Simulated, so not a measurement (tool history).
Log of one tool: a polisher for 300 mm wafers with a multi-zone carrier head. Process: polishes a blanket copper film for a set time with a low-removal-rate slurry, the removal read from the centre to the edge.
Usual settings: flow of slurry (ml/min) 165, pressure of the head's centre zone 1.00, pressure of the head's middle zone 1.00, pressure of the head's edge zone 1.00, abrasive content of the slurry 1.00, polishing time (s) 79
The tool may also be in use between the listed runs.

| run | day | flow of slurry (ml/min) | pressure of the head's centre zone | pressure of the head's middle zone | pressure of the head's edge zone | abrasive content of the slurry | polishing time (s) | wafers since the last listed run | wafers polished on this pad | hours since the slurry nozzle was cleaned | hours since the centre zone pressure was calibrated | hours since the edge zone pressure was calibrated | hours since the carrier head's membrane was replaced | incoming thickness of the incoming film, nm | film removed at the wafer's centre (angstrom) | film removed at mid-radius (angstrom) | film removed at the wafer's edge (angstrom) |
|---|---|---|---|---|---|---|---|---|---|---|---|---|---|---|---|---|---|
| 1 | 0.000 | 165 | 1.07 | 1.04 | 1.00 | 1.00 | 79 | 0 | 148 | 44.2 | 1570.4 | 699.7 | 795.0 | 1584.2 | 1747 | 1481 | 1409 |
| 2 | 0.404 | 165 | 1.00 | 1.00 | 1.00 | 1.00 | 79 | 116 | 264 | 53.9 | 1580.1 | 709.4 | 804.7 | 1560.5 | 1620 | 1458 | 1378 |
| 3 | 0.821 | 165 | 1.00 | 1.00 | 1.00 | 0.80 | 79 | 119 | 384 | 63.9 | 1590.1 | 719.4 | 814.7 | 1588.0 | 1533 | 1367 | 1312 |
|  | 1.158 | carrier head's membrane replaced by a new one |
| 4 | 1.358 | 165 | 0.93 | 1.00 | 1.00 | 1.00 | 54 | 94 | 479 | 76.8 | 1603.0 | 732.3 | 4.8 | 1553.0 | 1025 | 957 | 945 |
| 5 | 1.779 | 165 | 1.00 | 0.92 | 1.00 | 1.00 | 79 | 120 | 600 | 86.9 | 1613.1 | 742.4 | 14.9 | 1585.1 | 1625 | 1341 | 1389 |
| 6 | 2.392 | 165 | 1.00 | 0.96 | 1.00 | 1.00 | 64 | 176 | 776 | 101.6 | 1627.8 | 757.1 | 29.6 | 1561.2 | 1307 | 1135 | 1150 |
|  | 2.862 | edge zone pressure recalibrated |
| 7 | 2.883 | 220 | 0.90 | 1.00 | 1.06 | 1.25 | 79 | 117 | 893 | 113.4 | 1639.6 | 0.5 | 41.4 | 1557.1 | 1594 | 1563 | 1607 |
|  | 3.104 | centre zone pressure recalibrated |
| 8 | 3.512 | 165 | 1.00 | 1.00 | 1.00 | 1.00 | 79 | 156 | 1050 | 128.5 | 9.8 | 15.6 | 56.5 | 1589.3 | 1427 | 1416 | 1374 |
|  | 3.962 | worn pad replaced by a new one |
| 9 | 4.112 | 215 | 1.00 | 1.00 | 1.00 | 1.00 | 79 | 124 | 42 | 142.9 | 24.2 | 30.0 | 70.9 | 1559.1 | 1431 | 1439 | 1410 |
| 10 | 5.521 | 165 | 1.00 | 1.00 | 1.00 | 1.00 | 79 | 404 | 447 | 176.7 | 58.0 | 63.8 | 104.7 | 1584.7 | 1397 | 1408 | 1404 |
| 11 | 6.000 | 165 | 1.00 | 1.00 | 1.00 | 1.25 | 79 | 137 | 585 | 188.2 | 69.5 | 75.3 | 116.2 | 1553.2 | 1480 | 1497 | 1479 |
| 12 | 6.454 | 165 | 1.00 | 0.94 | 1.00 | 1.00 | 79 | 130 | 716 | 199.1 | 80.4 | 86.2 | 127.1 | 1562.8 | 1391 | 1343 | 1430 |
| 13 | 7.200 | 215 | 1.00 | 1.00 | 0.89 | 1.15 | 97 | 214 | 930 | 217.0 | 98.3 | 104.1 | 145.0 | 1578.2 | 1843 | 1842 | 1723 |
| 14 | 7.667 | 130 | 1.00 | 0.92 | 1.00 | 1.00 | 88 | 134 | 1064 | 228.2 | 109.5 | 115.3 | 156.2 | 1567.8 | 1485 | 1405 | 1474 |

Run 15 comes next. What will it give?
| 15 | 7.958 | 165 | 1.00 | 1.00 | 1.00 | 1.00 | 79 | 83 | 1148 | 235.2 | 116.5 | 122.3 | 163.2 | 1585.2 | ? | ? | ? |

film removed at the wafer's centre (angstrom): 1367
film removed at mid-radius (angstrom): 1414
film removed at the wafer's edge (angstrom): 1367
Without the tool's hidden state the same run would have given film removed at the wafer's centre (angstrom) 1417, film removed at mid-radius (angstrom) 1465, film removed at the wafer's edge (angstrom) 1402.
